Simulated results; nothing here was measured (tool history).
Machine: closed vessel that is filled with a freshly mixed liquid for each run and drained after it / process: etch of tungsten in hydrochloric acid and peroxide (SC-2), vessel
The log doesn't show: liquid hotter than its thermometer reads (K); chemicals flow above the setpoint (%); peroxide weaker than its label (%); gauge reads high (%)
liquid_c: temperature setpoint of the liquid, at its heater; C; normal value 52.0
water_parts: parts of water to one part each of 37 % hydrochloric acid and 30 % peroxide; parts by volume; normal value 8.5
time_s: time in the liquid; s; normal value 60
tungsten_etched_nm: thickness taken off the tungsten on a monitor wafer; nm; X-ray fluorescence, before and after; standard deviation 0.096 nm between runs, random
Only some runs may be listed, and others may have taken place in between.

run,hour,liquid_c,water_parts,time_s,wafers since the last listed run,hours since the thermometer was replaced,hours since the chemicals flow meter was replaced,hours since the drum of peroxide was connected,hours since the gauge calibration,"read-back film thickness of the tungsten reference wafer, read on the same gauge (nm)",tungsten_etched_nm
1,0.0,47.5,8.5,60,0,998.8,1076.0,113.6,359.9,140.00,11.75
2,12.8,52.0,8.5,60,1025,1011.6,1088.8,126.4,372.7,139.95,15.91
3,20.3,52.0,8.5,60,601,1019.1,1096.3,133.9,380.2,140.01,15.62
4,26.7,52.0,8.5,60,512,1025.5,1102.7,140.3,386.6,140.00,15.76
5,40.5,52.0,8.5,70,1105,1039.3,1116.5,154.1,400.4,139.99,18.48
6,51.1,52.0,8.5,60,849,1049.9,1127.1,164.7,411.0,140.01,15.83
7,103.5,52.0,8.5,80,4199,1102.3,1179.5,217.1,463.4,139.98,21.22
# hour 106.5: chemicals flow meter replaced
8,119.3,52.0,8.5,80,1185,1118.1,12.8,232.9,479.2,140.01,19.42
9,135.4,52.0,8.5,60,1290,1134.2,28.9,249.0,495.3,140.02,14.54
# hour 141.4: thermometer replaced
10,143.1,52.0,8.5,60,536,1.7,36.6,256.7,503.0,139.98,14.62
11,151.6,52.0,8.5,60,681,10.2,45.1,265.2,511.5,140.03,14.53
12,165.3,52.0,8.5,60,1097,23.9,58.8,278.9,525.2,139.98,14.54
13,178.5,52.0,6.0,30,1057,37.1,72.0,292.1,538.4,140.01,9.62
# hour 189.2: gauge calibrated
14,191.3,52.0,8.5,35,1025,49.9,84.8,304.9,2.1,140.03,8.56
15,206.3,52.0,8.5,45,1202,64.9,99.8,319.9,17.1,139.98,11.01
16,216.7,52.0,8.5,60,833,75.3,110.2,330.3,27.5,139.98,14.66
17,229.1,52.0,8.5,60,993,87.7,122.6,342.7,39.9,139.97,14.58
18,246.2,48.5,9.5,60,1370,104.8,139.7,359.8,57.0,140.03,10.70
19,263.5,52.0,8.5,60,1386,122.1,157.0,377.1,74.3,139.99,14.54
20,269.7,52.0,7.5,60,496,128.3,163.2,383.3,80.5,140.01,16.26
21,277.6,56.0,8.5,60,633,136.2,171.1,391.2,88.4,139.97,19.14
# hour 280.4: new drum of peroxide connected
22,287.1,56.0,5.0,70,681,145.7,180.6,6.7,97.9,140.04,33.67
23,294.5,47.0,5.0,40,592,153.1,188.0,14.1,105.3,139.99,10.56
24,302.4,52.0,8.5,60,633,161.0,195.9,22.0,113.2,140.00,14.81
25,313.2,55.0,6.5,40,865,171.8,206.7,32.8,124.0,140.00,14.81
26,363.1,58.0,8.5,60,3998,221.7,256.6,82.7,173.9,140.00,22.02
27,378.3,52.0,8.5,60,1218,236.9,271.8,97.9,189.1,140.01,14.77
28,389.0,52.0,12.0,60,857,247.6,282.5,108.6,199.8,140.00,11.12
29,395.3,61.0,11.5,60,504,253.9,288.8,114.9,206.1,140.05,20.78
30,411.6,52.0,8.5,60,1306,270.2,305.1,131.2,222.4,139.99,14.88
31,419.7,52.0,6.0,60,649,278.3,313.2,139.3,230.5,140.00,19.43

Hidden state, per run?
liquid hotter than its thermometer reads (K): 0 in every run
peroxide weaker than its label (%): 0 in every run
gauge reads high (%): 0 in every run
H1: chemicals flow above the setpoint (%)
run,H1
1,12.6
2,12.7
3,12.8
4,12.9
5,13.1
6,13.2
7,13.8
8,2.25
9,2.43
10,2.52
11,2.62
12,2.78
13,2.93
14,3.08
15,3.25
16,3.37
17,3.51
18,3.71
19,3.91
20,3.98
21,4.07
22,4.18
23,4.27
24,4.36
25,4.49
26,5.06
27,5.24
28,5.36
29,5.43
30,5.62
31,5.72
